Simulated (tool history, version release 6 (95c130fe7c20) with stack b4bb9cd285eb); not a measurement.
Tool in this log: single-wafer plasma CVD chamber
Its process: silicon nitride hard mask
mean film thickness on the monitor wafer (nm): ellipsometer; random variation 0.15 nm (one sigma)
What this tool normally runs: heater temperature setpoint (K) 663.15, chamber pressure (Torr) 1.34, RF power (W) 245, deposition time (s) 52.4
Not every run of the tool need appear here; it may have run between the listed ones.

| run | hour | heater temperature setpoint (K) | chamber pressure (Torr) | RF power (W) | deposition time (s) | wafers since the last listed run | hours since the last thermocouple change | hours since the last RF generator calibration | hours since the last manometer calibration | hours since the showerhead was replaced | hours since the gauge calibration | read-back reference wafer on the same gauge, thickness_nm | mean film thickness on the monitor wafer (nm) |
|---|---|---|---|---|---|---|---|---|---|---|---|---|---|
| 1 | 0.0 | 663.15 | 1.34 | 245 | 52.4 | 0 | 985.9 | 825.6 | 2206.4 | 2765.0 | 826.5 | 44.921 | 51.085 |
|  | 29.1 | gauge calibrated |
| 2 | 85.7 | 663.15 | 1.34 | 245 | 52.4 | 1874 | 1071.6 | 911.3 | 2292.1 | 2850.7 | 56.6 | 44.895 | 50.785 |
| 3 | 118.4 | 663.15 | 1.34 | 245 | 58.3 | 715 | 1104.3 | 944.0 | 2324.8 | 2883.4 | 89.3 | 44.930 | 56.824 |
| 4 | 173.8 | 663.15 | 1.34 | 245 | 52.4 | 1211 | 1159.7 | 999.4 | 2380.2 | 2938.8 | 144.7 | 44.912 | 50.607 |
| 5 | 241.2 | 663.15 | 1.34 | 245 | 52.4 | 1473 | 1227.1 | 1066.8 | 2447.6 | 3006.2 | 212.1 | 44.842 | 50.769 |
| 6 | 271.0 | 663.15 | 1.34 | 245 | 57.6 | 651 | 1256.9 | 1096.6 | 2477.4 | 3036.0 | 241.9 | 44.937 | 55.646 |
| 7 | 331.5 | 663.15 | 1.34 | 245 | 57.6 | 1323 | 1317.4 | 1157.1 | 2537.9 | 3096.5 | 302.4 | 44.931 | 55.346 |
| 8 | 363.9 | 663.15 | 1.34 | 245 | 57.6 | 708 | 1349.8 | 1189.5 | 2570.3 | 3128.9 | 334.8 | 44.873 | 55.421 |
| 9 | 410.0 | 663.15 | 1.60 | 245 | 59.7 | 1008 | 1395.9 | 1235.6 | 2616.4 | 3175.0 | 380.9 | 44.886 | 62.151 |
| 10 | 448.9 | 663.15 | 1.60 | 245 | 59.7 | 850 | 1434.8 | 1274.5 | 2655.3 | 3213.9 | 419.8 | 44.853 | 61.787 |
| 11 | 491.7 | 663.15 | 1.60 | 245 | 59.7 | 935 | 1477.6 | 1317.3 | 2698.1 | 3256.7 | 462.6 | 44.919 | 61.373 |
|  | 502.8 | capacitance manometer re-zeroed and calibrated |
|  | 541.2 | showerhead replaced |
| 12 | 541.7 | 663.15 | 1.34 | 245 | 52.4 | 743 | 1527.6 | 1367.3 | 38.9 | 0.5 | 512.6 | 44.935 | 50.060 |
| 13 | 567.0 | 657.15 | 1.66 | 275 | 52.4 | 553 | 1552.9 | 1392.6 | 64.2 | 25.8 | 537.9 | 44.855 | 61.277 |
| 14 | 598.6 | 651.15 | 1.09 | 205 | 49.6 | 691 | 1584.5 | 1424.2 | 95.8 | 57.4 | 569.5 | 44.898 | 35.163 |
| 15 | 632.7 | 655.15 | 1.67 | 200 | 56.3 | 745 | 1618.6 | 1458.3 | 129.9 | 91.5 | 603.6 | 44.890 | 47.182 |
| 16 | 676.3 | 675.15 | 1.34 | 245 | 43.8 | 953 | 1662.2 | 1501.9 | 173.5 | 135.1 | 647.2 | 44.924 | 41.057 |
|  | 678.5 | gauge calibrated |
|  | 686.6 | RF generator calibrated |
| 17 | 722.4 | 650.15 | 1.34 | 245 | 52.4 | 833 | 1708.3 | 35.8 | 219.6 | 181.2 | 43.9 | 44.882 | 51.825 |
|  | 741.8 | thermocouple changed; heater temperature recalibrated |
| 18 | 792.3 | 663.15 | 1.34 | 245 | 56.6 | 1353 | 50.5 | 105.7 | 289.5 | 251.1 | 113.8 | 44.916 | 55.512 |
| 19 | 841.5 | 663.15 | 1.34 | 245 | 52.4 | 1075 | 99.7 | 154.9 | 338.7 | 300.3 | 163.0 | 44.902 | 51.609 |
| 20 | 878.3 | 663.15 | 1.52 | 245 | 52.4 | 804 | 136.5 | 191.7 | 375.5 | 337.1 | 199.8 | 44.930 | 54.294 |
| 21 | 935.0 | 648.15 | 1.34 | 205 | 52.4 | 1239 | 193.2 | 248.4 | 432.2 | 393.8 | 256.5 | 44.889 | 42.902 |
| 22 | 1004.7 | 663.15 | 1.34 | 245 | 52.4 | 1524 | 262.9 | 318.1 | 501.9 | 463.5 | 326.2 | 44.901 | 51.646 |
| 23 | 1031.2 | 663.15 | 1.34 | 245 | 52.4 | 579 | 289.4 | 344.6 | 528.4 | 490.0 | 352.7 | 44.928 | 51.441 |
| 24 | 1080.9 | 678.15 | 1.04 | 220 | 42.6 | 1086 | 339.1 | 394.3 | 578.1 | 539.7 | 402.4 | 44.936 | 32.206 |

Table of differences, measured result less the result of that run with no hidden state. Run-to-run variation is the same in both. Gauge scatter possibly is not:
Hidden state present: wafer temperature above the value expected at the setpoint (K); delivered RF power above the setpoint (%); true pressure above the setpoint (%); gauge reads high (%).
| run | mean film thickness on the monitor wafer (nm) |
|---|---|
| 1 | -0.822 |
| 2 | -0.956 |
| 3 | -1.133 |
| 4 | -1.111 |
| 5 | -1.247 |
| 6 | -1.434 |
| 7 | -1.569 |
| 8 | -1.650 |
| 9 | -1.984 |
| 10 | -2.087 |
| 11 | -2.204 |
| 12 | -1.928 |
| 13 | -2.359 |
| 14 | -1.607 |
| 15 | -2.281 |
| 16 | -1.898 |
| 17 | -0.316 |
| 18 | -0.349 |
| 19 | -0.336 |
| 20 | -0.366 |
| 21 | -0.325 |
| 22 | -0.408 |
| 23 | -0.423 |
| 24 | -0.302 |

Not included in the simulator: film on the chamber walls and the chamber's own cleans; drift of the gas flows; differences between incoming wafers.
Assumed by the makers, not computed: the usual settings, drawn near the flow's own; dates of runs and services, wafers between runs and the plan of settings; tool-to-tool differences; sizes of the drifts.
